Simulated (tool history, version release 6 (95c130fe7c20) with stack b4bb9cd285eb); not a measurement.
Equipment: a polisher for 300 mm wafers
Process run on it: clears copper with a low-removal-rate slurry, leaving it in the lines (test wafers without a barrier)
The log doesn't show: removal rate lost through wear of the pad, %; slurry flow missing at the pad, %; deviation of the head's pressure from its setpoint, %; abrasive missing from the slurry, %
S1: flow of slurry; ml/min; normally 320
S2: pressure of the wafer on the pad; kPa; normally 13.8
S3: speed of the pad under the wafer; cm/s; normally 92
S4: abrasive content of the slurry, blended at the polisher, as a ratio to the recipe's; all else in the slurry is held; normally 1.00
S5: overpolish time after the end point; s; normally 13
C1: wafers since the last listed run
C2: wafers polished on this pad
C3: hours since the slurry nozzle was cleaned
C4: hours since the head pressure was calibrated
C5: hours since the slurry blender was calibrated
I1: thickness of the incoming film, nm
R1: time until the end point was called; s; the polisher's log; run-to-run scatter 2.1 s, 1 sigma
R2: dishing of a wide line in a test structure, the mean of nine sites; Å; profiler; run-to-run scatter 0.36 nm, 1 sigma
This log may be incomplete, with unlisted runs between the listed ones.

Run 1, day 0.000: usual settings but S5 9 s; C1 0; C2 1329; C3 86.7; C4 469.9; C5 166.0; I1 275.1. Result: R1 125.2 s, R2 138 Å.
Run 2, day 3.642: usual settings but S5 9 s; C1 583; C2 1912; C3 174.1; C4 557.3; C5 253.4; I1 276.4. Result: R1 131.5 s, R2 143 Å.
Run 3, day 6.583: usual settings but S2 10.3 kPa; C1 471; C2 2384; C3 244.7; C4 627.9; C5 324.0; I1 277.6. Result: R1 170.9 s, R2 148 Å.
Run 4, day 8.512: usual settings but S2 10.3 kPa; C1 309; C2 2693; C3 291.0; C4 674.2; C5 370.3; I1 273.5. Result: R1 167.2 s, R2 155 Å.
Run 5, day 10.362: usual settings; C1 296; C2 2989; C3 335.4; C4 718.6; C5 414.7; I1 276.4. Result: R1 130.4 s, R2 206 Å.
At day 11.096: slurry blender recalibrated.
At day 11.512: worn pad replaced by a new one.
At day 13.633: slurry nozzle cleaned.
Run 6, day 13.654: usual settings; C1 480; C2 336; C3 0.5; C4 797.6; C5 61.4; I1 273.0. Result: R1 126.8 s, R2 202 Å.
Run 7, day 16.442: usual settings; C1 446; C2 782; C3 67.4; C4 864.5; C5 128.3; I1 275.2. Result: R1 123.5 s, R2 199 Å.
Run 8, day 19.929: usual settings; C1 558; C2 1341; C3 151.1; C4 948.2; C5 212.0; I1 277.8. Result: R1 123.1 s, R2 211 Å.
Run 9, day 22.917: usual settings; C1 478; C2 1820; C3 222.8; C4 1019.9; C5 283.7; I1 276.8. Result: R1 123.8 s, R2 212 Å.
Run 10, day 25.829: usual settings; C1 466; C2 2287; C3 292.7; C4 1089.8; C5 353.6; I1 276.5. Result: R1 118.6 s, R2 211 Å.
At day 26.754: head pressure recalibrated.
Run 11, day 28.442: usual settings; C1 405; C2 2692; C3 355.4; C4 40.5; C5 416.3; I1 273.4. Result: R1 133.0 s, R2 198 Å.
At day 31.404: worn pad replaced by a new one.
At day 31.525: slurry blender recalibrated.
Run 12, day 31.775: usual settings but S3 82 cm/s, S4 0.85; C1 494; C2 46; C3 435.4; C4 120.5; C5 6.0; I1 274.2. Result: R1 151.1 s, R2 171 Å.
Run 13, day 35.271: usual settings but S3 70 cm/s; C1 560; C2 606; C3 519.3; C4 204.4; C5 89.9; I1 275.5. Result: R1 164.9 s, R2 156 Å.
At day 35.862: slurry nozzle cleaned.
Run 14, day 36.975: usual settings but S1 240 ml/min, S2 12.4 kPa, S5 10 s; C1 266; C2 872; C3 26.7; C4 245.3; C5 130.8; I1 269.2. Result: R1 142.9 s, R2 137 Å.
Run 15, day 39.992: usual settings but S1 255 ml/min, S4 0.90; C1 483; C2 1355; C3 99.1; C4 317.7; C5 203.2; I1 275.5. Result: R1 136.9 s, R2 190 Å.
Run 16, day 42.050: usual settings but S2 15.2 kPa, S4 0.85; C1 329; C2 1685; C3 148.5; C4 367.1; C5 252.6; I1 271.0. Result: R1 118.4 s, R2 210 Å.
Run 17, day 44.083: usual settings but S5 9 s; C1 325; C2 2011; C3 197.3; C4 415.9; C5 301.4; I1 273.0. Result: R1 129.7 s, R2 141 Å.
Run 18, day 46.096: usual settings but S1 400 ml/min, S2 11.0 kPa, S4 1.10, S5 20 s; C1 322; C2 2334; C3 245.6; C4 464.2; C5 349.7; I1 277.5. Result: R1 154.0 s, R2 249 Å.
Run 19, day 48.054: usual settings but S4 1.20; C1 313; C2 2647; C3 292.6; C4 511.2; C5 396.7; I1 273.9. Result: R1 120.6 s, R2 214 Å.
At day 50.188: worn pad replaced by a new one.
At day 50.483: slurry blender recalibrated.
Run 20, day 51.412: usual settings but S1 385 ml/min, S3 106 cm/s, S4 1.10; C1 498; C2 183; C3 373.2; C4 591.8; C5 22.3; I1 276.3. Result: R1 109.8 s, R2 242 Å.
At day 53.996: slurry nozzle cleaned.
Run 21, day 54.312: usual settings but S5 11 s; C1 457; C2 641; C3 7.6; C4 661.4; C5 91.9; I1 277.5. Result: R1 127.0 s, R2 169 Å.
Run 22, day 56.400: usual settings but S1 425 ml/min, S4 1.15; C1 334; C2 975; C3 57.7; C4 711.5; C5 142.0; I1 277.0. Result: R1 119.9 s, R2 220 Å.
Run 23, day 59.525: usual settings but S1 260 ml/min, S5 15 s; C1 500; C2 1476; C3 132.7; C4 786.5; C5 217.0; I1 270.8. Result: R1 127.5 s, R2 230 Å.
Run 24, day 63.354: usual settings but S2 11.7 kPa; C1 613; C2 2089; C3 224.6; C4 878.4; C5 308.9; I1 272.3. Result: R1 141.6 s, R2 174 Å.
At day 67.412: worn pad replaced by a new one.
At day 69.379: slurry blender recalibrated.
Run 25, day 70.946: usual settings; C1 1176; C2 552; C3 406.8; C4 1060.6; C5 37.6; I1 275.3. Result: R1 120.8 s, R2 214 Å.
At day 74.212: head pressure recalibrated.
Run 26, day 74.250: usual settings but S4 1.10, S5 9 s; C1 516; C2 1068; C3 486.1; C4 0.9; C5 116.9; I1 275.7. Result: R1 130.0 s, R2 144 Å.
At day 76.412: slurry nozzle cleaned.
Run 27, day 77.775: usual settings but S4 1.25, S5 19 s; C1 558; C2 1626; C3 32.7; C4 85.5; C5 201.5; I1 271.5. Result: R1 122.5 s, R2 283 Å.

Each row is a separate what-if for the run after 27, all from the same tool condition, not one after another. Results?
Run A, day 77.796: usual settings; C1 3; C2 1630; C3 33.2; C4 86.0; C5 202.0; I1 277.7. Result: R1 ?, R2 ?.
Run B, day 77.796: usual settings but S1 225 ml/min, S2 17.9 kPa, S3 66 cm/s, S5 11 s; C1 3; C2 1630; C3 33.2; C4 86.0; C5 202.0; I1 277.7. Result: R1 ?, R2 ?.
Run C, day 77.796: usual settings but S1 375 ml/min; C1 3; C2 1630; C3 33.2; C4 86.0; C5 202.0; I1 277.7. Result: R1 ?, R2 ?.
Run D, day 77.796: usual settings but S1 235 ml/min, S3 72 cm/s; C1 3; C2 1630; C3 33.2; C4 86.0; C5 202.0; I1 277.7. Result: R1 ?, R2 ?.
Run E, day 77.796: usual settings but S1 400 ml/min, S3 82 cm/s, S5 15 s; C1 3; C2 1630; C3 33.2; C4 86.0; C5 202.0; I1 277.7. Result: R1 ?, R2 ?.

run     R1   R2
  A  133.8  203
  B  144.8  162
  C  132.1  205
  D  173.1  160
  E  146.2  213
With no hidden state in the tool, these same runs would have given:
run     R1   R2
  A  134.2  202
  B  145.3  162
  C  132.5  205
  D  173.6  159
  E  146.6  213

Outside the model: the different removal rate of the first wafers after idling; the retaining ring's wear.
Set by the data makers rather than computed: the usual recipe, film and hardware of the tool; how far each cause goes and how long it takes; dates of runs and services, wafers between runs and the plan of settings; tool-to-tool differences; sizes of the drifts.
